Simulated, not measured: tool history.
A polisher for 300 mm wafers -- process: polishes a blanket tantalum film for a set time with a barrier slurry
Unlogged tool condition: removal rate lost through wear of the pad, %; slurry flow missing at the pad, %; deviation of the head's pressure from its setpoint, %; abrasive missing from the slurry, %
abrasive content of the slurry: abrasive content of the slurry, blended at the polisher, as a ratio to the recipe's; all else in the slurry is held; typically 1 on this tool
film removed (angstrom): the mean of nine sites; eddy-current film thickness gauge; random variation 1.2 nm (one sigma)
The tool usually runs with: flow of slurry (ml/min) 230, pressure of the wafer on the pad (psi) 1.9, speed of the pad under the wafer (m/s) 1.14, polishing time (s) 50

run,hour,flow of slurry (ml/min),pressure of the wafer on the pad (psi),speed of the pad under the wafer (m/s),abrasive content of the slurry,polishing time (s),wafers since the last listed run,wafers polished on this pad,hours since the slurry nozzle was cleaned,hours since the head pressure was calibrated,hours since the slurry blender was calibrated,"incoming thickness of the incoming film, nm",film removed (angstrom)
1,0,230,1.9,1.14,1,57,0,603,5,1045.3,372.6,350.1,1007
2,21.9,230,1.9,1.14,1,57,275,878,26.9,1067.2,394.5,341.8,1010
3,44.2,230,1.9,1.14,1,57,280,1159,49.2,1089.5,416.8,346.6,1035
# hour 60: slurry blender recalibrated
4,72.6,170,1.9,1.14,1,50,332,1491,77.6,1117.9,12.6,342.4,863
# hour 79.5: worn pad replaced by a new one
5,89.1,170,1.9,1.14,1,50,157,120,94.1,1134.4,29.1,356.8,851
6,123.3,230,1.9,1.14,1,50,430,550,128.3,1168.6,63.3,354.4,891
7,157.2,230,1.9,1.14,1,50,426,976,162.2,1202.5,97.2,347.9,887
8,182.7,230,1.9,1.14,1,40,320,1297,187.7,1228,122.7,344.7,716
9,199.7,230,1.9,1.14,1,40,213,1511,204.7,1245,139.7,345.3,721
# hour 208.6: worn pad replaced by a new one
10,221.7,230,1.9,1.14,1,40,226,164,226.7,1267,161.7,344.6,716
11,251.6,230,1.9,1.14,1,50,376,541,256.6,1296.9,191.6,351,896
12,278.6,230,1.7,1.14,1,50,339,880,283.6,1323.9,218.6,350.6,798
# hour 290: head pressure recalibrated
13,312.1,245,1.5,1.14,1,50,396,1276,317.1,22.1,252.1,351.3,717
14,330.6,230,1.9,1.14,1,50,232,1509,335.6,40.6,270.6,346.1,873
15,345.9,230,1.3,0.8,1,50,192,1702,350.9,55.9,285.9,351.4,437
# hour 352.1: worn pad replaced by a new one
# hour 371: slurry nozzle cleaned
16,379.6,230,1.9,0.8,1,33,361,332,8.6,89.6,319.6,344.4,419
17,415.3,230,2.3,1.48,1,50,449,781,44.3,125.3,355.3,347.3,1390
18,442.6,300,1.9,0.84,1.3,65,343,1125,71.6,152.6,382.6,346.5,926
# hour 456.6: slurry blender recalibrated
19,466.2,230,2.3,0.9,1,50,271,1397,95.2,176.2,9.6,354.7,862
20,479.7,305,1.9,1.48,1.15,50,169,1566,108.7,189.7,23.1,356.4,1205
# hour 487.8: worn pad replaced by a new one
21,502.2,285,1.3,1.32,1,43,232,181,131.2,212.2,45.6,349,616
22,520.4,230,1.9,1.14,1,50,228,410,149.4,230.4,63.8,350.8,880
23,554.1,230,1.9,1.14,1,50,423,834,183.1,264.1,97.5,352.4,882
24,587.2,205,2.3,1.36,1.1,50,416,1250,216.2,297.2,130.6,346.7,1273
25,603,230,1.9,1.14,1,50,198,1449,232,313,146.4,346.6,884

What will run 26 give?
# hour 620.2: worn pad replaced by a new one
26,633.2,160,2.1,0.94,1.15,50,329,163,262.2,343.2,176.6,348.2,?

{"run 26": {"film removed (angstrom)": 819}}
On a tool with no hidden condition, and with the same random variation, this run would have come out at film removed (angstrom) 819.
